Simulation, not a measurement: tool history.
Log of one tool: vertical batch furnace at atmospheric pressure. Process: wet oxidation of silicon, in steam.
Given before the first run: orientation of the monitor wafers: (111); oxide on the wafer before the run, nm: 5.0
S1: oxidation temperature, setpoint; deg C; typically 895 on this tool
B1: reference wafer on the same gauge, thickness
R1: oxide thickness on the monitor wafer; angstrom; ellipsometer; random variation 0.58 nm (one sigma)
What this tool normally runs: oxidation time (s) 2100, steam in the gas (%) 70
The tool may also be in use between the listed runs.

run 1 hour=0.0 | S1=895 oxidation_time_(s)=2100 steam_in_the_gas_(%)=70 | B1=116.34 | R1=928.3
-- hour=69.8 steam generator serviced
run 2 hour=70.3 | S1=909 oxidation_time_(s)=2640 steam_in_the_gas_(%)=70 | B1=116.26 | R1=1422.4
run 3 hour=121.7 | S1=909 oxidation_time_(s)=2640 steam_in_the_gas_(%)=70 | B1=116.03 | R1=1443.7
run 4 hour=376.9 | S1=895 oxidation_time_(s)=2100 steam_in_the_gas_(%)=70 | B1=116.32 | R1=985.5
run 5 hour=670.7 | S1=895 oxidation_time_(s)=2100 steam_in_the_gas_(%)=70 | B1=116.45 | R1=971.0
run 6 hour=719.1 | S1=895 oxidation_time_(s)=2100 steam_in_the_gas_(%)=70 | B1=116.28 | R1=976.0
run 7 hour=785.5 | S1=878 oxidation_time_(s)=2910 steam_in_the_gas_(%)=70 | B1=116.17 | R1=1016.5
run 8 hour=871.6 | S1=878 oxidation_time_(s)=2910 steam_in_the_gas_(%)=70 | B1=116.13 | R1=1012.9
run 9 hour=973.2 | S1=895 oxidation_time_(s)=2100 steam_in_the_gas_(%)=70 | B1=116.19 | R1=968.2
run 10 hour=1058.1 | S1=895 oxidation_time_(s)=2100 steam_in_the_gas_(%)=70 | B1=116.64 | R1=966.6
run 11 hour=1114.5 | S1=895 oxidation_time_(s)=2100 steam_in_the_gas_(%)=70 | B1=116.61 | R1=963.4
run 12 hour=1165.1 | S1=895 oxidation_time_(s)=2100 steam_in_the_gas_(%)=70 | B1=116.27 | R1=956.4
run 13 hour=1241.0 | S1=895 oxidation_time_(s)=2100 steam_in_the_gas_(%)=70 | B1=116.32 | R1=963.0
run 14 hour=1345.5 | S1=895 oxidation_time_(s)=1740 steam_in_the_gas_(%)=70 | B1=116.63 | R1=809.2
run 15 hour=1464.9 | S1=895 oxidation_time_(s)=1740 steam_in_the_gas_(%)=70 | B1=116.46 | R1=807.8
run 16 hour=1515.7 | S1=895 oxidation_time_(s)=1740 steam_in_the_gas_(%)=70 | B1=116.51 | R1=799.9
run 17 hour=1606.2 | S1=914 oxidation_time_(s)=2100 steam_in_the_gas_(%)=70 | B1=116.53 | R1=1190.0
-- hour=1637.9 thermocouples replaced and temperature profile calibrated
run 18 hour=1662.6 | S1=914 oxidation_time_(s)=2100 steam_in_the_gas_(%)=70 | B1=116.72 | R1=1183.1
-- hour=1783.4 steam generator serviced
run 19 hour=1814.2 | S1=906 oxidation_time_(s)=2400 steam_in_the_gas_(%)=74 | B1=116.44 | R1=1315.2
run 20 hour=1907.0 | S1=907 oxidation_time_(s)=2640 steam_in_the_gas_(%)=82 | B1=116.21 | R1=1580.3
run 21 hour=1962.6 | S1=874 oxidation_time_(s)=2100 steam_in_the_gas_(%)=75 | B1=116.56 | R1=778.4
run 22 hour=2044.4 | S1=895 oxidation_time_(s)=2370 steam_in_the_gas_(%)=59 | B1=116.19 | R1=934.8
run 23 hour=2152.2 | S1=895 oxidation_time_(s)=3120 steam_in_the_gas_(%)=74 | B1=115.98 | R1=1435.5
run 24 hour=2217.6 | S1=872 oxidation_time_(s)=2490 steam_in_the_gas_(%)=78 | B1=116.18 | R1=902.6
run 25 hour=2263.3 | S1=895 oxidation_time_(s)=2100 steam_in_the_gas_(%)=70 | B1=116.53 | R1=975.7
run 26 hour=2332.8 | S1=895 oxidation_time_(s)=2100 steam_in_the_gas_(%)=74 | B1=116.09 | R1=1020.9
-- hour=2361.1 gauge calibrated
run 27 hour=2431.3 | S1=895 oxidation_time_(s)=2100 steam_in_the_gas_(%)=70 | B1=116.47 | R1=969.7
run 28 hour=2501.5 | S1=916 oxidation_time_(s)=1290 steam_in_the_gas_(%)=59 | B1=116.40 | R1=721.6
run 29 hour=2599.6 | S1=895 oxidation_time_(s)=2100 steam_in_the_gas_(%)=70 | B1=116.45 | R1=965.9
run 30 hour=2706.2 | S1=876 oxidation_time_(s)=2640 steam_in_the_gas_(%)=70 | B1=116.33 | R1=899.2
run 31 hour=2795.0 | S1=909 oxidation_time_(s)=2640 steam_in_the_gas_(%)=70 | B1=116.27 | R1=1391.7
run 32 hour=2872.3 | S1=904 oxidation_time_(s)=1140 steam_in_the_gas_(%)=81 | B1=116.72 | R1=728.3
run 33 hour=2953.0 | S1=905 oxidation_time_(s)=2100 steam_in_the_gas_(%)=70 | B1=116.70 | R1=1100.4
run 34 hour=3043.5 | S1=895 oxidation_time_(s)=1170 steam_in_the_gas_(%)=64 | B1=116.41 | R1=533.5
run 35 hour=3130.5 | S1=895 oxidation_time_(s)=2100 steam_in_the_gas_(%)=65 | B1=115.98 | R1=892.8
run 36 hour=3232.4 | S1=917 oxidation_time_(s)=2100 steam_in_the_gas_(%)=62 | B1=116.47 | R1=1119.2
run 37 hour=3324.3 | S1=902 oxidation_time_(s)=2850 steam_in_the_gas_(%)=67 | B1=116.27 | R1=1297.4
run 38 hour=3383.0 | S1=895 oxidation_time_(s)=2100 steam_in_the_gas_(%)=70 | B1=116.23 | R1=945.0
run 39 hour=3429.2 | S1=895 oxidation_time_(s)=2100 steam_in_the_gas_(%)=70 | B1=116.10 | R1=936.0

Branching from run 39: 3 alternative next runs. What would each branch give?
run A hour=3433.2 | S1=895 oxidation_time_(s)=2100 steam_in_the_gas_(%)=70 | B1=? | R1=?
run B hour=3433.2 | S1=908 oxidation_time_(s)=2100 steam_in_the_gas_(%)=80 | B1=? | R1=?
run C hour=3433.2 | S1=895 oxidation_time_(s)=3120 steam_in_the_gas_(%)=70 | B1=? | R1=?

run=A B1=116.79 R1=942.2
run=B B1=116.79 R1=1245.5
run=C B1=116.79 R1=1316.2
Take away the tool's hidden state, keep each run's random variation, and the runs would have read:
run=A R1=994.0
run=B R1=1311.8
run=C R1=1387.0
